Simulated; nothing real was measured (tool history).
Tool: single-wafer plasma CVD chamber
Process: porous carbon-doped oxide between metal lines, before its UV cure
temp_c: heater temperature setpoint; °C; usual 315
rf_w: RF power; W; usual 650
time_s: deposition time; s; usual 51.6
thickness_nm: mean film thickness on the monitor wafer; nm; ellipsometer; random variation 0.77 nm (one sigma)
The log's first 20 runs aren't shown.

run,day,temp_c,rf_w,time_s,"read-back reference wafer on the same gauge, thickness_nm",thickness_nm
21,60.396,301,695,44.4,307.117,278.332
22,62.979,315,650,51.6,306.874,286.924
23,66.588,302,560,42.8,306.944,240.592
24,68.792,315,650,56.1,307.119,311.926
25,73.108,315,650,51.6,307.104,286.904
26,74.633,315,580,51.6,307.094,271.542
27,77.192,315,650,51.6,306.919,286.325
28,80.479,315,650,51.6,307.007,284.626
29,83.608,322,760,55.7,306.907,319.707
30,86.083,310,720,60.2,307.272,358.815
31,87.933,315,650,51.6,307.030,284.360
32,91.400,309,580,51.6,307.158,278.611

Forecast run 33:
33,95.271,315,650,46.0,?,?

{"run 33": {"read-back reference wafer on the same gauge, thickness_nm": 306.903, "thickness_nm": 253.342}}
Without the tool's hidden state the same run would have given thickness_nm 256.094 nm.

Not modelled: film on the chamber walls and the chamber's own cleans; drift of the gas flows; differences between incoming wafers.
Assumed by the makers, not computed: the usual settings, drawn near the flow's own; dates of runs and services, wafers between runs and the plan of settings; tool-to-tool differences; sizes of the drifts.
